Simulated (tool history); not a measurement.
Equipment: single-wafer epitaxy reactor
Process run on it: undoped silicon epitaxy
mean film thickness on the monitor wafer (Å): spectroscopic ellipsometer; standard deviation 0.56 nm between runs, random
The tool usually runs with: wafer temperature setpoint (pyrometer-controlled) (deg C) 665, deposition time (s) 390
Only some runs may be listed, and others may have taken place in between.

run     day  wafer temperature setpoint (pyrometer-controlled) (deg C)  deposition time (s)  wafers since the last listed run  hours since the last pyrometer calibration  hours since the gauge calibration  read-back reference wafer on the same gauge, thickness_nm  mean film thickness on the monitor wafer (Å)
  1   0.000                                                        665                  390                                 0                                       760.1                              625.4                                                     88.243                                        922.07
  2   0.983                                                        665                  337                               125                                       783.7                              649.0                                                     88.034                                        791.58
  3   1.733                                                        665                  337                                95                                       801.7                              667.0                                                     88.146                                        793.67
  4   2.467                                                        665                  337                                93                                       819.3                              684.6                                                     88.322                                        792.30
  5   3.612                                                        662                  390                               145                                       846.8                              712.1                                                     88.234                                        870.71
  6   4.646                                                        662                  390                               131                                       871.6                              736.9                                                     88.227                                        874.07
  7   5.667                                                        662                  390                               129                                       896.1                              761.4                                                     88.100                                        863.02
  8   6.304                                                        665                  330                                81                                       911.4                              776.7                                                     88.054                                        780.16
  9   7.767                                                        665                  330                               186                                       946.5                              811.8                                                     88.009                                        785.64
 10   8.650                                                        665                  348                               112                                       967.7                              833.0                                                     88.145                                        820.66
 11   9.404                                                        665                  348                                95                                       985.8                              851.1                                                     88.178                                        828.52
 12  10.342                                                        665                  348                               119                                      1008.3                              873.6                                                     87.973                                        824.48
 13  11.050                                                        665                  390                                90                                      1025.3                              890.6                                                     88.159                                        919.38
 14  14.446                                                        665                  390                               432                                      1106.8                              972.1                                                     88.277                                        919.52
 15  15.842                                                        665                  390                               177                                      1140.3                             1005.6                                                     87.880                                        915.98
 16  16.896                                                        665                  390                               134                                      1165.6                             1030.9                                                     88.167                                        924.15
     18.162  -- pyrometer calibrated
 17  18.221                                                        654                  335                               126                                         1.4                             1062.7                                                     88.029                                        661.00
 18  19.242                                                        661                  390                               129                                        25.9                             1087.2                                                     88.065                                        878.56
 19  20.575                                                        661                  390                               169                                        57.9                             1119.2                                                     88.436                                        881.07
 20  22.162                                                        665                  390                               201                                        96.0                             1157.3                                                     88.418                                        938.82
 21  23.408                                                        665                  390                               158                                       125.9                             1187.2                                                     87.963                                        934.05
 22  24.667                                                        665                  390                               160                                       156.1                             1217.4                                                     88.084                                        940.90
 23  25.392                                                        665                  390                                92                                       173.5                             1234.8                                                     88.008                                        935.86
 24  26.538                                                        665                  390                               145                                       201.0                             1262.3                                                     87.869                                        935.88
     27.108  -- gauge calibrated
 25  27.675                                                        665                  390                               144                                       228.3                               13.6                                                     88.135                                        935.85
 26  31.138                                                        654                  312                               440                                       311.4                               96.7                                                     88.074                                        605.26
 27  32.567                                                        655                  343                               181                                       345.7                              131.0                                                     88.048                                        677.28
 28  33.571                                                        675                  437                               127                                       369.8                              155.1                                                     88.164                                       1257.16
 29  34.483                                                        665                  390                               116                                       391.7                              177.0                                                     88.433                                        922.17
 30  35.658                                                        670                  424                               149                                       419.9                              205.2                                                     87.924                                       1108.12
 31  37.121                                                        665                  390                               186                                       455.0                              240.3                                                     88.133                                        928.86
 32  37.771                                                        680                  363                                82                                       470.6                              255.9                                                     87.992                                       1138.86
 33  38.725                                                        653                  390                               121                                       493.5                              278.8                                                     88.033                                        735.67
 34  40.171                                                        665                  390                               183                                       528.2                              313.5                                                     87.953                                        917.30
 35  41.450                                                        671                  349                               162                                       558.9                              344.2                                                     88.171                                        930.13
 36  42.504                                                        673                  415                               134                                       584.2                              369.5                                                     87.908                                       1139.98
 37  43.688                                                        665                  390                               150                                       612.6                              397.9                                                     87.884                                        932.40
 38  45.038                                                        677                  364                               171                                       645.0                              430.3                                                     88.231                                       1075.06
 39  46.400                                                        678                  465                               173                                       677.7                              463.0                                                     88.045                                       1406.88
 40  47.271                                                        665                  390                               110                                       698.6                              483.9                                                     88.029                                        930.41
 41  48.012                                                        658                  358                                94                                       716.4                              501.7                                                     87.993                                        748.86
 42  48.554                                                        650                  316                                68                                       729.4                              514.7                                                     87.932                                        566.37
 43  49.083                                                        665                  390                                67                                       742.1                              527.4                                                     88.179                                        928.85
 44  49.617                                                        665                  390                                67                                       754.9                              540.2                                                     87.972                                        923.40
 45  50.862                                                        665                  443                               158                                       784.8                              570.1                                                     88.334                                       1063.11
 46  51.483                                                        665                  390                                78                                       799.7                              585.0                                                     88.013                                        920.53

Here are 3 independent what-if runs from the current tool condition. What would each one return?
  A  51.504                                                        665                  461                                 2                                       800.2                              585.5                                                          ?                                             ?
  B  51.504                                                        658                  353                                 2                                       800.2                              585.5                                                          ?                                             ?
  C  51.504                                                        672                  412                                 2                                       800.2                              585.5                                                          ?                                             ?

run  read-back reference wafer on the same gauge, thickness_nm  mean film thickness on the monitor wafer (Å)
  A                                                     88.339                                       1103.32
  B                                                     88.339                                        741.01
  C                                                     88.339                                       1122.29
With the hidden condition removed and each run's random variation left untouched, the same runs would have given:
run  mean film thickness on the monitor wafer (Å)
  A                                       1130.35
  B                                        759.40
  C                                       1149.42
